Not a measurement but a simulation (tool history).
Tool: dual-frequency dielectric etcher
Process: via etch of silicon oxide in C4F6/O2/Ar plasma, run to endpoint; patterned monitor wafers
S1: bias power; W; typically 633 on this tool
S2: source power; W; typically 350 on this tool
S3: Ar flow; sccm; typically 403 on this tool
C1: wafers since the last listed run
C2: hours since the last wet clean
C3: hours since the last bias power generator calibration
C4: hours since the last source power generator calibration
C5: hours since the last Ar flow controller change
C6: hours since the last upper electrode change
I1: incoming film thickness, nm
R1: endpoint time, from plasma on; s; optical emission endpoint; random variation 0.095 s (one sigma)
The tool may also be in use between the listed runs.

Run 1, hour 0: usual settings; C1 0; C2 535.9; C3 4504.2; C4 2778.6; C5 5437.4; C6 3388.6; I1 127.7. Result: R1 26 s.
Run 2, hour 10.3: usual settings; C1 234; C2 546.2; C3 4514.5; C4 2788.9; C5 5447.7; C6 3398.9; I1 128.6. Result: R1 26.5 s.
Run 3, hour 27: usual settings; C1 379; C2 562.9; C3 4531.2; C4 2805.6; C5 5464.4; C6 3415.6; I1 128.5. Result: R1 26.3 s.
Run 4, hour 37: usual settings but S3 442 sccm; C1 227; C2 572.9; C3 4541.2; C4 2815.6; C5 5474.4; C6 3425.6; I1 129. Result: R1 26.9 s.
Run 5, hour 46.9: usual settings but S3 442 sccm; C1 225; C2 582.8; C3 4551.1; C4 2825.5; C5 5484.3; C6 3435.5; I1 129.3. Result: R1 27.2 s.
At hour 75.1: upper electrode replaced, of another model than before.
At hour 91.5: bias power generator calibrated.
At hour 99.5: wet clean of the chamber.
Run 6, hour 100: usual settings; C1 388; C2 0.5; C3 8.5; C4 2878.6; C5 5537.4; C6 24.9; I1 129.2. Result: R1 25.4 s.
Run 7, hour 103.3: usual settings; C1 75; C2 3.8; C3 11.8; C4 2881.9; C5 5540.7; C6 28.2; I1 129. Result: R1 25.5 s.
At hour 111.2: Ar flow controller replaced.
Run 8, hour 116.9: usual settings; C1 172; C2 17.4; C3 25.4; C4 2895.5; C5 5.7; C6 41.8; I1 128.8. Result: R1 25.3 s.
Run 9, hour 136.3: usual settings but S2 320 W; C1 440; C2 36.8; C3 44.8; C4 2914.9; C5 25.1; C6 61.2; I1 126.2. Result: R1 25.2 s.
Run 10, hour 144: usual settings but S1 505 W, S3 436 sccm; C1 175; C2 44.5; C3 52.5; C4 2922.6; C5 32.8; C6 68.9; I1 127.8. Result: R1 26.7 s.
At hour 157.6: source power generator calibrated.
Run 11, hour 158.3: usual settings; C1 234; C2 58.8; C3 66.8; C4 0.7; C5 47.1; C6 83.2; I1 126.9. Result: R1 25.2 s.
Run 12, hour 175.7: usual settings but S2 290 W; C1 395; C2 76.2; C3 84.2; C4 18.1; C5 64.5; C6 100.6; I1 129.2. Result: R1 26.6 s.
Run 13, hour 193.5: usual settings; C1 404; C2 94; C3 102; C4 35.9; C5 82.3; C6 118.4; I1 129.2. Result: R1 25.8 s.
Run 14, hour 200.9: usual settings but S3 309 sccm; C1 168; C2 101.4; C3 109.4; C4 43.3; C5 89.7; C6 125.8; I1 128.9. Result: R1 24.5 s.
Run 15, hour 207.2: usual settings but S1 733 W, S2 320 W; C1 143; C2 107.7; C3 115.7; C4 49.6; C5 96; C6 132.1; I1 127.9. Result: R1 25 s.

Run 16 is up next; what results do you expect?
Run 16, hour 217.6: usual settings but S2 400 W; C1 236; C2 118.1; C3 126.1; C4 60; C5 106.4; C6 142.5; I1 127.5. Result: R1 ?.

R1: 24.6 s
Take away the tool's hidden state, keep the run-to-run variation as it was, and the same run would have given R1 24.3 s.
